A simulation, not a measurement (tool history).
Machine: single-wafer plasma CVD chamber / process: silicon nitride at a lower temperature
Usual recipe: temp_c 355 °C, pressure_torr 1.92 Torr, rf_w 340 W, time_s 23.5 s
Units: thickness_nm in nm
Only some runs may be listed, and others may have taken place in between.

run	hour	temp_c	pressure_torr	rf_w	time_s	wafers since the last listed run	hours since the last thermocouple change	hours since the last RF generator calibration	hours since the last manometer calibration	hours since the showerhead was replaced	hours since the gauge calibration	read-back reference wafer on the same gauge, thickness_nm	thickness_nm
1	0	355	1.92	340	23.5	0	73.3	739.8	65.1	5593.3	423.9	36.552	31.317
2	68.8	355	1.92	340	26.2	1799	142.1	808.6	133.9	5662.1	492.7	36.63	34.765
3	172.2	355	1.92	340	22	2704	245.5	912	237.3	5765.5	596.1	36.609	29.388
4	241	355	1.92	340	22	1799	314.3	980.8	306.1	5834.3	664.9	36.557	29.246
5	305	355	1.64	340	23.5	1673	378.3	1044.8	370.1	5898.3	728.9	36.609	30.211
6	368.5	367	2.39	320	19.9	1660	441.8	1108.3	433.6	5961.8	792.4	36.605	26.77
7	438.5	360	1.92	400	23.5	1830	511.8	1178.3	503.6	6031.8	862.4	36.604	34.315
8	526	355	2.08	340	23.5	2288	599.3	1265.8	591.1	6119.3	949.9	36.578	31.816
9	623.1	365	2.26	275	23.5	2539	696.4	1362.9	688.2	6216.4	1047	36.631	28.314
# hour 700.6: RF generator calibrated
10	701.1	355	1.46	310	23.5	1830	774.4	0.5	766.2	6294.4	1125	36.58	28.211
11	784.5	355	2.35	365	21.5	2181	857.8	83.9	849.6	6377.8	1208.4	36.59	31.63
12	869.5	355	2.35	340	20.4	2223	942.8	168.9	934.6	6462.8	1293.4	36.593	28.664
# hour 897.4: showerhead replaced
13	936.7	355	1.92	315	25.8	1548	1010	236.1	1001.8	39.3	1360.6	36.615	33.249
# hour 954.6: thermocouple changed; heater temperature recalibrated
14	994.1	365	1.92	340	23.5	1291	39.5	293.5	1059.2	96.7	1418	36.583	31.542
15	1089.8	355	1.92	340	23.5	2502	135.2	389.2	1154.9	192.4	1513.7	36.589	31.563
16	1176.3	355	1.52	290	25.2	2262	221.7	475.7	1241.4	278.9	1600.2	36.596	29.055
17	1248.6	355	1.92	340	23.5	1890	294	548	1313.7	351.2	1672.5	36.587	31.489
18	1321.4	355	1.92	340	23.5	1903	366.8	620.8	1386.5	424	1745.3	36.61	31.459
19	1397.9	355	1.92	340	23.5	2000	443.3	697.3	1463	500.5	1821.8	36.542	31.503
20	1434.3	346	1.92	340	26.7	951	479.7	733.7	1499.4	536.9	1858.2	36.583	36.003
21	1470.9	355	1.92	340	27.5	957	516.3	770.3	1536	573.5	1894.8	36.569	36.755
22	1531.6	355	2.09	340	25.5	1587	577	831	1596.7	634.2	1955.5	36.636	35.069
23	1612.7	355	1.92	340	23.5	2121	658.1	912.1	1677.8	715.3	2036.6	36.576	31.5
24	1661.9	344	1.92	340	25	1286	707.3	961.3	1727	764.5	2085.8	36.592	33.624
25	1716.4	355	2.17	390	19.9	1425	761.8	1015.8	1781.5	819	2140.3	36.618	30.02
26	1753.2	355	1.92	340	23.5	962	798.6	1052.6	1818.3	855.8	2177.1	36.641	31.657
27	1796.6	355	1.92	340	23.5	1135	842	1096	1861.7	899.2	2220.5	36.574	31.41

Consider 5 possible next runs. They are alternatives, not a sequence: every one starts from the tool as it was left by run 27. What does each give?
A	1797	355	1.92	385	23.5	10	842.4	1096.4	1862.1	899.6	2220.9	?	?
B	1797	359	1.77	360	25.2	10	842.4	1096.4	1862.1	899.6	2220.9	?	?
C	1797	355	1.68	340	26	10	842.4	1096.4	1862.1	899.6	2220.9	?	?
D	1797	343	1.92	395	23.5	10	842.4	1096.4	1862.1	899.6	2220.9	?	?
E	1797	341	2.25	380	26.1	10	842.4	1096.4	1862.1	899.6	2220.9	?	?

run	read-back reference wafer on the same gauge, thickness_nm	thickness_nm
A	36.594	34.127
B	36.594	34.421
C	36.594	33.929
D	36.594	34.802
E	36.594	39.15
With the hidden condition removed and each run's random variation left untouched, the same runs would have given:
run	thickness_nm
A	34.412
B	34.696
C	34.2
D	35.085
E	39.487

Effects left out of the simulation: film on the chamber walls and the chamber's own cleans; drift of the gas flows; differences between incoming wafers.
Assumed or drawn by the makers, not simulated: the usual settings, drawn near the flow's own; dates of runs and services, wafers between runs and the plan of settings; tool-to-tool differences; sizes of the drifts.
